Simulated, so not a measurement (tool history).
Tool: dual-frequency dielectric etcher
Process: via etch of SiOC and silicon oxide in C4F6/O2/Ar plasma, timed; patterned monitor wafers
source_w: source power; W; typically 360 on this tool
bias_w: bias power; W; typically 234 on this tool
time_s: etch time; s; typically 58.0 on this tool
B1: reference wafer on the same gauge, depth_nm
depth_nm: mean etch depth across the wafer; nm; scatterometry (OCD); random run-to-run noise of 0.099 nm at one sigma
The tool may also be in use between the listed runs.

{"run": 1, "hour": 0.0, "source_w": 360, "bias_w": 234, "time_s": 58.0, "B1": 66.4, "depth_nm": 66.8}
{"run": 2, "hour": 29.3, "source_w": 360, "bias_w": 234, "time_s": 58.0, "B1": 66.4, "depth_nm": 66.8}
{"run": 3, "hour": 61.9, "source_w": 360, "bias_w": 234, "time_s": 58.0, "B1": 66.4, "depth_nm": 66.9}
{"run": 4, "hour": 79.4, "source_w": 400, "bias_w": 234, "time_s": 58.0, "B1": 66.4, "depth_nm": 70.0}
{"run": 5, "hour": 112.5, "source_w": 400, "bias_w": 234, "time_s": 58.0, "B1": 66.4, "depth_nm": 70.1}
{"run": 6, "hour": 135.6, "source_w": 400, "bias_w": 234, "time_s": 58.0, "B1": 66.4, "depth_nm": 70.1}
{"run": 7, "hour": 170.4, "source_w": 380, "bias_w": 234, "time_s": 58.0, "B1": 66.4, "depth_nm": 68.8}
{"run": 8, "hour": 203.7, "source_w": 380, "bias_w": 234, "time_s": 58.0, "B1": 66.4, "depth_nm": 68.6}
{"hour": 252.1, "done": "gauge calibrated"}
{"hour": 279.1, "done": "upper electrode replaced"}
{"run": 9, "hour": 279.6, "source_w": 380, "bias_w": 234, "time_s": 58.0, "B1": 66.4, "depth_nm": 68.9}
{"run": 10, "hour": 287.9, "source_w": 360, "bias_w": 234, "time_s": 58.0, "B1": 66.4, "depth_nm": 67.2}
{"run": 11, "hour": 307.3, "source_w": 360, "bias_w": 234, "time_s": 58.0, "B1": 66.4, "depth_nm": 67.3}
{"run": 12, "hour": 328.5, "source_w": 290, "bias_w": 266, "time_s": 58.0, "B1": 66.4, "depth_nm": 63.0}
{"run": 13, "hour": 358.2, "source_w": 360, "bias_w": 208, "time_s": 67.0, "B1": 66.4, "depth_nm": 75.8}
{"run": 14, "hour": 375.5, "source_w": 410, "bias_w": 283, "time_s": 49.5, "B1": 66.4, "depth_nm": 63.9}
{"hour": 404.9, "done": "bias power generator calibrated"}
{"hour": 405.3, "done": "wet clean of the chamber"}
{"run": 15, "hour": 405.8, "source_w": 360, "bias_w": 198, "time_s": 45.0, "B1": 66.4, "depth_nm": 49.4}
{"run": 16, "hour": 429.4, "source_w": 360, "bias_w": 234, "time_s": 58.0, "B1": 66.4, "depth_nm": 66.4}
{"run": 17, "hour": 446.2, "source_w": 380, "bias_w": 217, "time_s": 63.0, "B1": 66.4, "depth_nm": 72.6}
{"hour": 468.7, "done": "source power generator calibrated"}
{"run": 18, "hour": 476.4, "source_w": 360, "bias_w": 234, "time_s": 58.0, "B1": 66.4, "depth_nm": 66.6}
{"run": 19, "hour": 507.7, "source_w": 410, "bias_w": 282, "time_s": 74.5, "B1": 66.4, "depth_nm": 95.1}
{"run": 20, "hour": 526.1, "source_w": 380, "bias_w": 234, "time_s": 58.0, "B1": 66.4, "depth_nm": 68.3}
{"run": 21, "hour": 538.5, "source_w": 360, "bias_w": 256, "time_s": 63.5, "B1": 66.4, "depth_nm": 74.5}
{"run": 22, "hour": 573.3, "source_w": 360, "bias_w": 196, "time_s": 58.0, "B1": 66.4, "depth_nm": 64.1}
{"run": 23, "hour": 607.3, "source_w": 300, "bias_w": 254, "time_s": 68.0, "B1": 66.4, "depth_nm": 73.4}

Predict each of these 5 candidate next runs independently; none follows another, all start after run 23:
{"run": "A", "hour": 607.7, "source_w": 330, "bias_w": 234, "time_s": 58.0, "B1": "?", "depth_nm": "?"}
{"run": "B", "hour": 607.7, "source_w": 430, "bias_w": 234, "time_s": 58.0, "B1": "?", "depth_nm": "?"}
{"run": "C", "hour": 607.7, "source_w": 360, "bias_w": 286, "time_s": 58.0, "B1": "?", "depth_nm": "?"}
{"run": "D", "hour": 607.7, "source_w": 400, "bias_w": 289, "time_s": 69.0, "B1": "?", "depth_nm": "?"}
{"run": "E", "hour": 607.7, "source_w": 440, "bias_w": 209, "time_s": 58.0, "B1": "?", "depth_nm": "?"}

run=A B1=66.4 depth_nm=64.2
run=B B1=66.4 depth_nm=72.2
run=C B1=66.4 depth_nm=70.2
run=D B1=66.4 depth_nm=87.7
run=E B1=66.4 depth_nm=71.0
Without the tool's hidden state the same runs would have given:
run=A depth_nm=63.7
run=B depth_nm=71.7
run=C depth_nm=69.7
run=D depth_nm=87.1
run=E depth_nm=70.6

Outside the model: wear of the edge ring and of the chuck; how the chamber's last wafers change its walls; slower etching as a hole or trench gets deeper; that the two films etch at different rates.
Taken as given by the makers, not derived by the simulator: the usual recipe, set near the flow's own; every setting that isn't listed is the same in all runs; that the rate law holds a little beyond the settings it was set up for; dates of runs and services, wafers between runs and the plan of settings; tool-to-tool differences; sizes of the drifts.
